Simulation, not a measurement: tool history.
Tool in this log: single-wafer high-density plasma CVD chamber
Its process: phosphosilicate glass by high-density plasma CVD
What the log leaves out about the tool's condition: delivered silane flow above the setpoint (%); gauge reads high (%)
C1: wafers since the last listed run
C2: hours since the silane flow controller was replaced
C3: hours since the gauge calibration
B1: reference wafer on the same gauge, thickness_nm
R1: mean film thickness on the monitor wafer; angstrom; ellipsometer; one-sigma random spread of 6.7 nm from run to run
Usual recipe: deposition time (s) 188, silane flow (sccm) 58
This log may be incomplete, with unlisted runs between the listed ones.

Run 1, day 0.000: usual settings but deposition time (s) 164; C1 0; C2 1352.4; C3 1479.8; B1 959.056. Result: R1 10018.52 angstrom.
Run 2, day 2.779: usual settings but deposition time (s) 164; C1 496; C2 1419.1; C3 1546.5; B1 959.440. Result: R1 10062.65 angstrom.
Run 3, day 5.317: usual settings but deposition time (s) 164; C1 453; C2 1480.0; C3 1607.4; B1 960.590. Result: R1 9996.15 angstrom.
Run 4, day 6.896: usual settings but silane flow (sccm) 53; C1 282; C2 1517.9; C3 1645.3; B1 959.839. Result: R1 10388.87 angstrom.
Run 5, day 9.717: usual settings but silane flow (sccm) 61; C1 504; C2 1585.6; C3 1713.0; B1 957.495. Result: R1 12128.91 angstrom.
Run 6, day 11.462: usual settings but deposition time (s) 167; C1 312; C2 1627.5; C3 1754.9; B1 959.289. Result: R1 10191.34 angstrom.
Run 7, day 12.754: usual settings; C1 230; C2 1658.5; C3 1785.9; B1 958.790. Result: R1 11475.96 angstrom.
Run 8, day 13.967: usual settings; C1 216; C2 1687.6; C3 1815.0; B1 958.718. Result: R1 11419.98 angstrom.
Run 9, day 16.442: usual settings; C1 442; C2 1747.0; C3 1874.4; B1 959.866. Result: R1 11543.60 angstrom.
Run 10, day 19.200: usual settings; C1 493; C2 1813.2; C3 1940.6; B1 960.160. Result: R1 11411.20 angstrom.
Run 11, day 21.325: usual settings but silane flow (sccm) 62; C1 379; C2 1864.2; C3 1991.6; B1 960.941. Result: R1 12242.09 angstrom.
Run 12, day 22.679: usual settings but deposition time (s) 166, silane flow (sccm) 50; C1 242; C2 1896.7; C3 2024.1; B1 960.626. Result: R1 8707.11 angstrom.
Run 13, day 25.058: usual settings but deposition time (s) 166, silane flow (sccm) 50; C1 425; C2 1953.8; C3 2081.2; B1 958.877. Result: R1 8720.88 angstrom.
Run 14, day 27.408: usual settings; C1 420; C2 2010.2; C3 2137.6; B1 959.756. Result: R1 11372.85 angstrom.
Run 15, day 28.979: usual settings; C1 280; C2 2047.9; C3 2175.3; B1 961.402. Result: R1 11332.69 angstrom.
Run 16, day 31.742: usual settings but silane flow (sccm) 66; C1 493; C2 2114.2; C3 2241.6; B1 958.867. Result: R1 12711.00 angstrom.
Run 17, day 33.150: usual settings but silane flow (sccm) 66; C1 251; C2 2148.0; C3 2275.4; B1 958.840. Result: R1 12720.81 angstrom.
Run 18, day 34.246: usual settings; C1 195; C2 2174.3; C3 2301.7; B1 958.905. Result: R1 11262.77 angstrom.
At day 37.333: silane flow controller replaced.
Run 19, day 37.354: usual settings but deposition time (s) 212; C1 495; C2 0.5; C3 2376.3; B1 960.025. Result: R1 13279.69 angstrom.
Run 20, day 40.042: usual settings; C1 480; C2 65.0; C3 2440.8; B1 959.509. Result: R1 11725.35 angstrom.
Run 21, day 41.558: usual settings; C1 271; C2 101.4; C3 2477.2; B1 960.756. Result: R1 11696.90 angstrom.
Run 22, day 47.325: usual settings; C1 1030; C2 239.8; C3 2615.6; B1 958.709. Result: R1 11573.14 angstrom.
Run 23, day 48.467: usual settings; C1 204; C2 267.2; C3 2643.0; B1 960.470. Result: R1 11729.94 angstrom.
Run 24, day 50.283: usual settings but deposition time (s) 164, silane flow (sccm) 66; C1 324; C2 310.8; C3 2686.6; B1 960.201. Result: R1 11657.56 angstrom.
Run 25, day 52.088: usual settings but silane flow (sccm) 50; C1 322; C2 354.1; C3 2729.9; B1 959.933. Result: R1 10131.83 angstrom.
Run 26, day 54.792: usual settings; C1 483; C2 419.0; C3 2794.8; B1 958.250. Result: R1 11653.72 angstrom.
Run 27, day 56.908: usual settings but deposition time (s) 150, silane flow (sccm) 49; C1 378; C2 469.8; C3 2845.6; B1 958.315. Result: R1 7872.29 angstrom.
Run 28, day 59.304: usual settings but deposition time (s) 168, silane flow (sccm) 67; C1 428; C2 527.3; C3 2903.1; B1 957.694. Result: R1 11975.83 angstrom.
At day 61.696: gauge calibrated.
Run 29, day 62.129: usual settings but deposition time (s) 209, silane flow (sccm) 65; C1 504; C2 595.1; C3 10.4; B1 957.801. Result: R1 14542.22 angstrom.
Run 30, day 63.267: usual settings but deposition time (s) 156, silane flow (sccm) 48; C1 203; C2 622.4; C3 37.7; B1 959.896. Result: R1 8098.57 angstrom.
Run 31, day 65.467: usual settings but deposition time (s) 225; C1 393; C2 675.2; C3 90.5; B1 961.443. Result: R1 13906.78 angstrom.
Run 32, day 68.412: usual settings but deposition time (s) 176; C1 526; C2 745.9; C3 161.2; B1 960.521. Result: R1 10893.64 angstrom.
Run 33, day 74.642: usual settings but deposition time (s) 153, silane flow (sccm) 49; C1 1113; C2 895.4; C3 310.7; B1 961.723. Result: R1 7931.18 angstrom.
Run 34, day 76.117: usual settings but deposition time (s) 170, silane flow (sccm) 69; C1 263; C2 930.8; C3 346.1; B1 959.703. Result: R1 12407.33 angstrom.
Run 35, day 78.388: usual settings but deposition time (s) 201; C1 405; C2 985.3; C3 400.6; B1 957.462. Result: R1 12407.51 angstrom.
Run 36, day 85.321: usual settings but deposition time (s) 212, silane flow (sccm) 47; C1 1239; C2 1151.7; C3 567.0; B1 961.941. Result: R1 10511.01 angstrom.
Run 37, day 86.996: usual settings but deposition time (s) 205, silane flow (sccm) 64; C1 299; C2 1191.9; C3 607.2; B1 959.871. Result: R1 13968.29 angstrom.
Run 38, day 88.088: usual settings; C1 195; C2 1218.1; C3 633.4; B1 958.978. Result: R1 11430.36 angstrom.
Run 39, day 90.638: usual settings but deposition time (s) 155, silane flow (sccm) 49; C1 455; C2 1279.3; C3 694.6; B1 960.637. Result: R1 8009.81 angstrom.
Run 40, day 92.125: usual settings but deposition time (s) 213; C1 265; C2 1315.0; C3 730.3; B1 962.552. Result: R1 12897.16 angstrom.
Run 41, day 94.321: usual settings but deposition time (s) 215, silane flow (sccm) 63; C1 392; C2 1367.7; C3 783.0; B1 960.899. Result: R1 14240.52 angstrom.
Run 42, day 95.512: usual settings but deposition time (s) 153, silane flow (sccm) 53; C1 212; C2 1396.3; C3 811.6; B1 960.987. Result: R1 8512.47 angstrom.
Run 43, day 97.879: usual settings; C1 422; C2 1453.1; C3 868.4; B1 960.309. Result: R1 11433.00 angstrom.
Run 44, day 100.542: usual settings but deposition time (s) 154, silane flow (sccm) 50; C1 475; C2 1517.0; C3 932.3; B1 963.262. Result: R1 8114.69 angstrom.
Run 45, day 102.533: usual settings but deposition time (s) 203, silane flow (sccm) 69; C1 355; C2 1564.8; C3 980.1; B1 960.001. Result: R1 14578.88 angstrom.
Run 46, day 104.892: usual settings; C1 421; C2 1621.4; C3 1036.7; B1 957.832. Result: R1 11499.02 angstrom.

Alternative continuations, all from the tool just after run 46; predict every row:
Run A, day 104.912: usual settings; C1 3; C2 1621.9; C3 1037.2; B1 ?. Result: R1 ?.
Run B, day 104.912: usual settings but deposition time (s) 211, silane flow (sccm) 52; C1 3; C2 1621.9; C3 1037.2; B1 ?. Result: R1 ?.
Run C, day 104.912: usual settings but deposition time (s) 205, silane flow (sccm) 62; C1 3; C2 1621.9; C3 1037.2; B1 ?. Result: R1 ?.
Run D, day 104.912: usual settings but deposition time (s) 171, silane flow (sccm) 65; C1 3; C2 1621.9; C3 1037.2; B1 ?. Result: R1 ?.

run       B1        R1
  A  958.321  11418.57
  B  958.321  11489.78
  C  958.321  13309.80
  D  958.321  11639.53
Take away the tool's hidden state, keep each run's random variation, and the runs would have read:
run        R1
  A  11854.23
  B  11928.16
  C  13817.62
  D  12083.62
